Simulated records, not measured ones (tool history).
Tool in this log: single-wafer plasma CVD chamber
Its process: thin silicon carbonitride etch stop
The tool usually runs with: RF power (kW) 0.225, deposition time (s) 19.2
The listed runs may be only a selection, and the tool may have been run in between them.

run,hour,RF power (kW),deposition time (s),wafers since the last listed run,hours since the last thermocouple change,hours since the last RF generator calibration,hours since the showerhead was replaced,hours since the gauge calibration,"read-back reference wafer on the same gauge, thickness_nm",mean film thickness on the monitor wafer (nm)
1,0,0.225,16.6,0,1681.6,1647.5,4570.6,191.8,10.6,9.774
2,13.2,0.225,16.6,173,1694.8,1660.7,4583.8,205,10.597,9.791
3,25.4,0.225,16.6,160,1707,1672.9,4596,217.2,10.596,9.78
4,38,0.225,16.1,165,1719.6,1685.5,4608.6,229.8,10.598,9.507
5,49.3,0.225,16.1,148,1730.9,1696.8,4619.9,241.1,10.595,9.456
6,83.8,0.225,19.2,452,1765.4,1731.3,4654.4,275.6,10.603,11.284
7,95.5,0.225,19.2,153,1777.1,1743,4666.1,287.3,10.601,11.267
8,110.1,0.225,19.2,191,1791.7,1757.6,4680.7,301.9,10.603,11.293
9,119.2,0.225,19.2,119,1800.8,1766.7,4689.8,311,10.598,11.284
10,130.3,0.225,19.2,145,1811.9,1777.8,4700.9,322.1,10.599,11.257
11,142.4,0.225,20.4,158,1824,1789.9,4713,334.2,10.6,11.986
12,169.4,0.225,20.4,354,1851,1816.9,4740,361.2,10.601,11.966
# hour 183.8: showerhead replaced
13,184.3,0.19,17,90,1865.9,1831.8,0.5,376.1,10.598,9.448
# hour 187.5: gauge calibrated
14,197.9,0.2,22.5,178,1879.5,1845.4,14.1,10.4,10.602,12.659
15,210.4,0.205,19.2,164,1892,1857.9,26.6,22.9,10.601,10.914
16,222.8,0.225,19.2,162,1904.4,1870.3,39,35.3,10.596,11.243
17,232.2,0.225,19.2,123,1913.8,1879.7,48.4,44.7,10.601,11.26
# hour 244.9: thermocouple changed; heater temperature recalibrated
18,247.9,0.225,19.2,101,3,1895.4,64.1,60.4,10.601,11.26
# hour 261.6: RF generator calibrated
19,262.1,0.225,15.9,81,17.2,0.5,78.3,74.6,10.597,9.681
20,268.3,0.195,19.2,81,23.4,6.7,84.5,80.8,10.601,11.151
21,281.6,0.205,16,174,36.7,20,97.8,94.1,10.598,9.435
22,313.4,0.24,17.3,417,68.5,51.8,129.6,125.9,10.601,10.785

Run 23 is up next; what results do you expect?
23,352.1,0.225,15.8,507,107.2,90.5,168.3,164.6,?,?

read-back reference wafer on the same gauge, thickness_nm: 10.596
mean film thickness on the monitor wafer (nm): 9.615
Take away the tool's hidden state, keep the run-to-run variation as it was, and the same run would have given mean film thickness on the monitor wafer (nm) 9.635.

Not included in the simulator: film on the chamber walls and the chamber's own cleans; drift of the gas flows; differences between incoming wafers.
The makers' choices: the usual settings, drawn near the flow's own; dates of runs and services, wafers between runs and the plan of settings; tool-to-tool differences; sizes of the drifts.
